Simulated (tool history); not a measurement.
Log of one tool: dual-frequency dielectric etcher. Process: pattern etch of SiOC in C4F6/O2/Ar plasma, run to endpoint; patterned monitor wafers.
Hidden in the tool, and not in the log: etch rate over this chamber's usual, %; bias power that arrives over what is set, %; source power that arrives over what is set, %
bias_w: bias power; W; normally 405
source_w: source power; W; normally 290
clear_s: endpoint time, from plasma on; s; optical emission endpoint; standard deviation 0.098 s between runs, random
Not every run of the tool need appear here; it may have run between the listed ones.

run,hour,bias_w,source_w,wafers since the last listed run,hours since the last wet clean,hours since the last bias power generator calibration,hours since the last source power generator calibration,hours since the last upper electrode change,"incoming incoming film thickness, nm",clear_s
1,0.0,405,290,0,454.2,3147.4,2554.7,2811.0,35.48,12.7
2,7.0,405,290,130,461.2,3154.4,2561.7,2818.0,35.52,12.8
3,24.8,405,290,330,479.0,3172.2,2579.5,2835.8,35.25,12.5
4,32.9,479,290,150,487.1,3180.3,2587.6,2843.9,35.49,11.6
5,40.7,479,290,144,494.9,3188.1,2595.4,2851.7,35.46,11.6
6,48.0,479,290,135,502.2,3195.4,2602.7,2859.0,35.36,11.4
7,58.1,405,290,187,512.3,3205.5,2612.8,2869.1,35.26,12.5
8,68.8,405,290,198,523.0,3216.2,2623.5,2879.8,35.72,12.7
9,80.6,405,290,219,534.8,3228.0,2635.3,2891.6,35.35,12.8
10,91.7,405,290,206,545.9,3239.1,2646.4,2902.7,35.35,12.8
11,136.4,438,290,830,590.6,3283.8,2691.1,2947.4,35.37,12.0
# hour 146.8: bias power generator calibrated
12,153.8,438,290,249,608.0,7.0,2708.5,2964.8,35.90,12.3
13,190.0,438,290,672,644.2,43.2,2744.7,3001.0,35.41,12.1
# hour 218.9: wet clean of the chamber
# hour 228.0: upper electrode replaced
14,228.5,405,290,100,9.6,81.7,2783.2,0.5,35.15,13.0
15,228.8,503,290,5,9.9,82.0,2783.5,0.8,35.21,11.5
16,229.2,503,290,7,10.3,82.4,2783.9,1.2,35.60,11.7
17,235.4,405,290,115,16.5,88.6,2790.1,7.4,35.47,13.2
18,246.5,350,330,206,27.6,99.7,2801.2,18.5,35.27,13.5
# hour 252.8: source power generator calibrated
19,254.4,320,250,72,35.5,107.6,1.6,26.4,34.96,15.9
20,270.8,465,270,304,51.9,124.0,18.0,42.8,35.14,12.4
21,288.4,495,260,327,69.5,141.6,35.6,60.4,35.75,12.4
22,298.0,446,290,178,79.1,151.2,45.2,70.0,35.24,12.3
23,344.5,472,320,864,125.6,197.7,91.7,116.5,35.58,11.4
24,357.4,405,290,239,138.5,210.6,104.6,129.4,35.43,13.1
25,372.6,405,290,282,153.7,225.8,119.8,144.6,35.25,13.1
26,390.3,405,290,329,171.4,243.5,137.5,162.3,35.70,13.1
27,400.1,445,310,182,181.2,253.3,147.3,172.1,35.36,11.9
28,407.3,503,250,133,188.4,260.5,154.5,179.3,35.67,12.4
29,422.1,338,270,275,203.2,275.3,169.3,194.1,35.60,14.9

Some steps in clear_s between neighbouring runs. How much of each would the tool show without its hidden state too (settings, what came in, random variation), and how much is left for the hidden state, with any gauge scatter that isn't in both results?
Run 1 -> 2: nothing adjusted, nothing logged. clear_s +0.1 s: hidden state -0.1, all else +0.2.
Run 13 -> 14: bias_w 438 -> 405, wet clean of the chamber, upper electrode replaced. clear_s +0.9 s: hidden state +0.6, all else +0.3.
Run 19 -> 20: bias_w 320 -> 465, source_w 250 -> 270. clear_s -3.5 s: hidden state +0.0, all else -3.5.
Run 28 -> 29: bias_w 503 -> 338, source_w 250 -> 270. clear_s +2.5 s: hidden state -0.1, all else +2.6.
